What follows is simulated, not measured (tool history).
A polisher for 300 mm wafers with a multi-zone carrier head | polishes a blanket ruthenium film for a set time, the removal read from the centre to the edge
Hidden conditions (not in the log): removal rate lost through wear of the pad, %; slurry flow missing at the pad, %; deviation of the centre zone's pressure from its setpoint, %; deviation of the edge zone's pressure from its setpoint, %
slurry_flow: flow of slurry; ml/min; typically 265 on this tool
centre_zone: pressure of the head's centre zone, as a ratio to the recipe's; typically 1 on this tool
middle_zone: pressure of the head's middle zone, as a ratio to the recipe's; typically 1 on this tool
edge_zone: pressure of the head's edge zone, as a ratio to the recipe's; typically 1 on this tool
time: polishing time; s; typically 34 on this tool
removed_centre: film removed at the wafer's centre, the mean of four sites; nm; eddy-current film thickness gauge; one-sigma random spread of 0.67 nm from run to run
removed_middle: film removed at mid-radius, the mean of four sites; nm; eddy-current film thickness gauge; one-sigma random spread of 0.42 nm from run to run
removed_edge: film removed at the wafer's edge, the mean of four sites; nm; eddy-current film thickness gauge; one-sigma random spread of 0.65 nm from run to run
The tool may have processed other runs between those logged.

| run | day | slurry_flow | centre_zone | middle_zone | edge_zone | time | wafers since the last listed run | wafers polished on this pad | hours since the slurry nozzle was cleaned | hours since the centre zone pressure was calibrated | hours since the edge zone pressure was calibrated | hours since the carrier head's membrane was replaced | incoming thickness of the incoming film, nm | removed_centre | removed_middle | removed_edge |
|---|---|---|---|---|---|---|---|---|---|---|---|---|---|---|---|---|
| 1 | 0 | 265 | 1 | 0.94 | 1 | 39 | 0 | 665 | 126.4 | 948.4 | 587.6 | 1741 | 490.2 | 45.5 | 52.2 | 51.9 |
| 2 | 1.462 | 265 | 1 | 1 | 1 | 34 | 338 | 1004 | 161.5 | 983.5 | 622.7 | 1776.1 | 486.5 | 39.7 | 47.9 | 45.6 |
| 3 | 3.629 | 265 | 1 | 1 | 1 | 42 | 501 | 1505 | 213.5 | 1035.5 | 674.7 | 1828.1 | 496.3 | 48.6 | 58.4 | 57.2 |
|  | 5.454 | carrier head's membrane replaced by a new one |
| 4 | 6.292 | 265 | 1 | 1 | 1 | 34 | 567 | 2072 | 277.4 | 1099.4 | 738.6 | 20.1 | 489.4 | 38.9 | 47.6 | 46.5 |
|  | 8.054 | centre zone pressure recalibrated |
| 5 | 8.075 | 265 | 1 | 1 | 1 | 34 | 393 | 2466 | 320.2 | 0.5 | 781.4 | 62.9 | 488.7 | 44.5 | 47.6 | 44.6 |
|  | 9.242 | edge zone pressure recalibrated |
| 6 | 9.254 | 265 | 0.91 | 1 | 0.96 | 39 | 253 | 2719 | 348.5 | 28.8 | 0.3 | 91.2 | 486.7 | 45.5 | 54.7 | 51 |
| 7 | 11.65 | 350 | 1.07 | 1 | 1 | 25 | 554 | 3273 | 406 | 86.3 | 57.8 | 148.7 | 491.9 | 36.4 | 35.9 | 35.3 |
| 8 | 13.462 | 265 | 1 | 1 | 1 | 34 | 419 | 3693 | 449.5 | 129.8 | 101.3 | 192.2 | 490.2 | 44.1 | 48 | 46.6 |
|  | 14.479 | slurry nozzle cleaned |
|  | 15.371 | worn pad replaced by a new one |
| 9 | 16.279 | 265 | 1 | 1 | 1.07 | 34 | 603 | 209 | 43.2 | 197.4 | 168.9 | 259.8 | 493.3 | 42.6 | 47.3 | 46.6 |
| 10 | 17.667 | 265 | 1 | 1 | 0.95 | 34 | 320 | 530 | 76.5 | 230.7 | 202.2 | 293.1 | 489.9 | 42.7 | 46.8 | 44.7 |
| 11 | 20.654 | 265 | 1 | 1 | 1 | 34 | 691 | 1221 | 148.2 | 302.4 | 273.9 | 364.8 | 483.5 | 42.5 | 47 | 44.8 |
| 12 | 22.325 | 265 | 1 | 1 | 1 | 34 | 386 | 1608 | 188.3 | 342.5 | 314 | 404.9 | 488.9 | 42.1 | 47 | 46.3 |
| 13 | 24.346 | 265 | 1 | 0.95 | 1 | 34 | 467 | 2075 | 236.8 | 391 | 362.5 | 453.4 | 487.3 | 40.5 | 45.9 | 45.9 |
| 14 | 25.554 | 265 | 1 | 1 | 1 | 34 | 279 | 2355 | 265.8 | 420 | 391.5 | 482.4 | 484.4 | 41.4 | 46.9 | 44.4 |
| 15 | 27.842 | 320 | 0.92 | 1 | 0.97 | 34 | 529 | 2884 | 320.7 | 474.9 | 446.4 | 537.3 | 494.5 | 39.5 | 48.1 | 45.7 |
| 16 | 29.4 | 210 | 1 | 1 | 1 | 34 | 360 | 3244 | 358.1 | 512.3 | 483.8 | 574.7 | 486.3 | 39.9 | 46 | 45.1 |
| 17 | 30.533 | 320 | 0.92 | 1 | 0.97 | 34 | 262 | 3506 | 385.3 | 539.5 | 511 | 601.9 | 490.4 | 38.7 | 48.9 | 46.4 |
|  | 30.808 | slurry nozzle cleaned |
| 18 | 32.675 | 265 | 0.94 | 0.92 | 1 | 34 | 485 | 3992 | 44.8 | 590.9 | 562.4 | 653.3 | 486 | 38.8 | 44.4 | 46.8 |
|  | 33.108 | worn pad replaced by a new one |
| 19 | 34.058 | 265 | 1 | 0.9 | 1.05 | 34 | 281 | 219 | 78 | 624.1 | 595.6 | 686.5 | 483 | 40.9 | 43.9 | 47 |
| 20 | 36.096 | 325 | 1 | 1 | 1 | 27 | 471 | 690 | 126.9 | 673 | 644.5 | 735.4 | 491.7 | 33.1 | 38.8 | 36.5 |
| 21 | 37.192 | 265 | 1 | 1 | 1 | 34 | 253 | 944 | 153.2 | 699.3 | 670.8 | 761.7 | 486.4 | 40.2 | 47.3 | 46.6 |
| 22 | 38.35 | 265 | 1 | 0.93 | 1 | 45 | 267 | 1212 | 181 | 727.1 | 698.6 | 789.5 | 488.1 | 52.5 | 59.3 | 61.1 |
| 23 | 40.429 | 265 | 0.95 | 1.04 | 0.88 | 25 | 480 | 1693 | 230.9 | 777 | 748.5 | 839.4 | 488.4 | 28.9 | 35.8 | 31.8 |

What if the next run were any one of these 3? Each begins from the tool's condition after run 23:
| A | 40.446 | 265 | 1 | 1 | 1 | 26 | 3 | 1696 | 231.3 | 777.4 | 748.9 | 839.8 | 492.5 | ? | ? | ? |
| B | 40.446 | 265 | 1 | 0.92 | 0.93 | 29 | 3 | 1696 | 231.3 | 777.4 | 748.9 | 839.8 | 492.5 | ? | ? | ? |
| C | 40.446 | 265 | 1 | 1 | 1 | 38 | 3 | 1696 | 231.3 | 777.4 | 748.9 | 839.8 | 492.5 | ? | ? | ? |

| run | removed_centre | removed_middle | removed_edge |
|---|---|---|---|
| A | 31.5 | 36.7 | 35 |
| B | 35.1 | 38.4 | 37.8 |
| C | 46.1 | 53.6 | 51.1 |
Take away the tool's hidden state, keep each run's random variation, and the runs would have read:
| run | removed_centre | removed_middle | removed_edge |
|---|---|---|---|
| A | 35.1 | 36.7 | 35 |
| B | 39.2 | 38.4 | 37.8 |
| C | 51.3 | 53.6 | 51.1 |
